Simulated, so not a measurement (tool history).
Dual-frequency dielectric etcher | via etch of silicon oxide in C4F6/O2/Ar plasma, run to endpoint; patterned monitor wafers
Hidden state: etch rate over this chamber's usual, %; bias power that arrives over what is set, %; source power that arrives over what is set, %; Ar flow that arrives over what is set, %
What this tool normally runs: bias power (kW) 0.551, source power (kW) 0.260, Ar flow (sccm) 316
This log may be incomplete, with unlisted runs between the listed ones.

| run | hour | bias power (kW) | source power (kW) | Ar flow (sccm) | wafers since the last listed run | hours since the last wet clean | hours since the last bias power generator calibration | hours since the last source power generator calibration | hours since the last Ar flow controller change | hours since the last upper electrode change | incoming incoming film thickness, nm | endpoint time (s) |
|---|---|---|---|---|---|---|---|---|---|---|---|---|
| 1 | 0.0 | 0.551 | 0.250 | 366 | 0 | 81.8 | 2312.4 | 2262.5 | 4709.8 | 4723.6 | 118.4 | 28.2 |
| 2 | 15.8 | 0.551 | 0.260 | 316 | 142 | 97.6 | 2328.2 | 2278.3 | 4725.6 | 4739.4 | 119.0 | 27.7 |
| 3 | 41.8 | 0.442 | 0.260 | 316 | 233 | 123.6 | 2354.2 | 2304.3 | 4751.6 | 4765.4 | 119.5 | 29.6 |
| 4 | 65.2 | 0.442 | 0.260 | 316 | 210 | 147.0 | 2377.6 | 2327.7 | 4775.0 | 4788.8 | 120.1 | 29.9 |
| 5 | 93.5 | 0.551 | 0.260 | 375 | 254 | 175.3 | 2405.9 | 2356.0 | 4803.3 | 4817.1 | 119.4 | 27.8 |
| 6 | 116.6 | 0.551 | 0.260 | 375 | 207 | 198.4 | 2429.0 | 2379.1 | 4826.4 | 4840.2 | 119.4 | 27.8 |
| 7 | 138.0 | 0.551 | 0.260 | 316 | 192 | 219.8 | 2450.4 | 2400.5 | 4847.8 | 4861.6 | 119.2 | 27.1 |
| 8 | 159.7 | 0.551 | 0.260 | 316 | 195 | 241.5 | 2472.1 | 2422.2 | 4869.5 | 4883.3 | 119.5 | 27.5 |
| 9 | 174.5 | 0.551 | 0.260 | 316 | 133 | 256.3 | 2486.9 | 2437.0 | 4884.3 | 4898.1 | 118.8 | 27.2 |
| 10 | 205.1 | 0.688 | 0.200 | 264 | 275 | 286.9 | 2517.5 | 2467.6 | 4914.9 | 4928.7 | 119.4 | 27.5 |
|  | 211.6 | source power generator calibrated |
|  | 232.7 | wet clean of the chamber |
|  | 244.9 | Ar flow controller replaced |
| 11 | 286.3 | 0.650 | 0.220 | 316 | 450 | 53.6 | 2598.7 | 74.7 | 41.4 | 5009.9 | 119.4 | 26.1 |
|  | 314.8 | wet clean of the chamber, repeated, since the last time left the tool worse |
| 12 | 318.8 | 0.656 | 0.310 | 259 | 76 | 4.0 | 2631.2 | 107.2 | 73.9 | 5042.4 | 119.6 | 24.1 |
|  | 341.6 | bias power generator calibrated |
|  | 349.5 | upper electrode replaced |
| 13 | 350.0 | 0.487 | 0.260 | 290 | 173 | 35.2 | 8.4 | 138.4 | 105.1 | 0.5 | 118.6 | 28.3 |
| 14 | 367.7 | 0.551 | 0.260 | 316 | 159 | 52.9 | 26.1 | 156.1 | 122.8 | 18.2 | 119.5 | 27.7 |
| 15 | 394.8 | 0.442 | 0.260 | 316 | 243 | 80.0 | 53.2 | 183.2 | 149.9 | 45.3 | 119.7 | 30.0 |
| 16 | 417.7 | 0.430 | 0.310 | 364 | 205 | 102.9 | 76.1 | 206.1 | 172.8 | 68.2 | 117.9 | 28.0 |
| 17 | 438.4 | 0.551 | 0.240 | 316 | 186 | 123.6 | 96.8 | 226.8 | 193.5 | 88.9 | 119.6 | 28.5 |
| 18 | 454.4 | 0.551 | 0.320 | 316 | 143 | 139.6 | 112.8 | 242.8 | 209.5 | 104.9 | 118.5 | 25.3 |
| 19 | 480.0 | 0.468 | 0.260 | 316 | 230 | 165.2 | 138.4 | 268.4 | 235.1 | 130.5 | 118.8 | 28.8 |

What differs in the tool's unlogged condition from the final listed run ahead of each entry between runs to the first listed run following it?
After run 10, before run 11: source power generator calibrated (hour 211.6); wet clean of the chamber (hour 232.7); Ar flow controller replaced (hour 244.9)
  etch rate over this chamber's usual, %: 2.75 -> 6.62
  measured less the result without the state, endpoint time (s): -0.7 -> -1.8
After run 11, before run 12: wet clean of the chamber, repeated, since the last time left the tool worse (hour 314.8)
  etch rate over this chamber's usual, %: 6.62 -> 0.149
  measured less the result without the state, endpoint time (s): -1.8 -> +0.0
After run 12, before run 13: bias power generator calibrated (hour 341.6); upper electrode replaced (hour 349.5)
  etch rate over this chamber's usual, %: 0.149 -> 0.463
  measured less the result without the state, endpoint time (s): +0.0 -> -0.1
